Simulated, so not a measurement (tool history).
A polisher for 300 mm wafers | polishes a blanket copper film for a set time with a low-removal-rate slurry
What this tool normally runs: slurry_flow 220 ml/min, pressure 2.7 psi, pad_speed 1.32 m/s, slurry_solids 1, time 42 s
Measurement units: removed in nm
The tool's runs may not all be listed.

run,hour,slurry_flow,pressure,pad_speed,slurry_solids,time,"incoming thickness of the incoming film, nm",removed
1,0,220,2.7,1.32,1,42,1389.3,171.1
2,53.9,220,2.7,1.32,1,42,1389.3,165.3
# hour 91.6: slurry blender recalibrated
3,113.8,220,2.7,1.32,1,42,1406.1,169.8
# hour 124.4: worn pad replaced by a new one
4,167.5,220,2.7,1.32,1,42,1420.4,171.4
5,216.2,220,2.7,1.32,1,42,1412,172.1
6,249.6,175,2.7,1.32,1,42,1412.5,165.6
7,279,175,2.7,1.32,1,42,1425,169.5
8,341.2,175,2.7,1.32,1,42,1423.4,163.6
9,372.2,220,2.7,1.32,1,42,1410.1,170.7
# hour 392.3: worn pad replaced by a new one
# hour 419.5: slurry nozzle cleaned
# hour 431: slurry blender recalibrated
10,433.8,220,2.7,1.02,1,42,1418.6,137.2
# hour 438.2: head pressure recalibrated
11,462.3,220,2.7,1.02,1,42,1406.3,137.9
12,550.4,275,2.7,1.32,1,42,1399.7,175.2
13,601.5,220,2.7,1.6,1,38,1379.7,171.9
# hour 606.2: worn pad replaced by a new one
14,667.6,220,2.7,1.68,0.9,42,1396,198.4
15,705.6,220,2.7,1.32,1,42,1407,167.7
16,760,220,2.7,1.32,1,42,1407.7,170.3
# hour 763.8: slurry blender recalibrated
17,801.2,275,2.3,1,1,46,1402.9,129.8
# hour 889.2: worn pad replaced by a new one
18,1013.9,220,2,1.32,1,42,1416.4,126.7
# hour 1041.9: slurry blender recalibrated
# hour 1055: head pressure recalibrated
19,1058.7,220,2.7,1.32,0.9,42,1401.1,162.7
20,1084.4,220,1.9,1.32,0.8,42,1415.4,108.7
# hour 1130.1: worn pad replaced by a new one
21,1147.9,220,1.9,1.32,1,42,1407.5,117.6
22,1173.4,220,2.7,1.32,1,53,1401,207.3
23,1220.8,220,2.7,1.32,1.25,50,1425,217.2
24,1252.9,175,3,1,1,42,1414.2,147.8

Forecast each of these 5 alternatives for the next run:
A,1253.3,220,1.8,1.32,1,42,1386,?
B,1253.3,220,2.7,1.32,1,33,1386,?
C,1253.3,220,2.7,0.92,1,50,1386,?
D,1253.3,245,3.1,1.32,0.75,42,1386,?
E,1253.3,290,2.7,1.32,1.3,42,1386,?

run,removed
A,112.5
B,131.3
C,152.2
D,178.1
E,185.7
With no hidden state in the tool, these same runs would have given:
run,removed
A,112.5
B,131.3
C,152.2
D,178.1
E,185.7
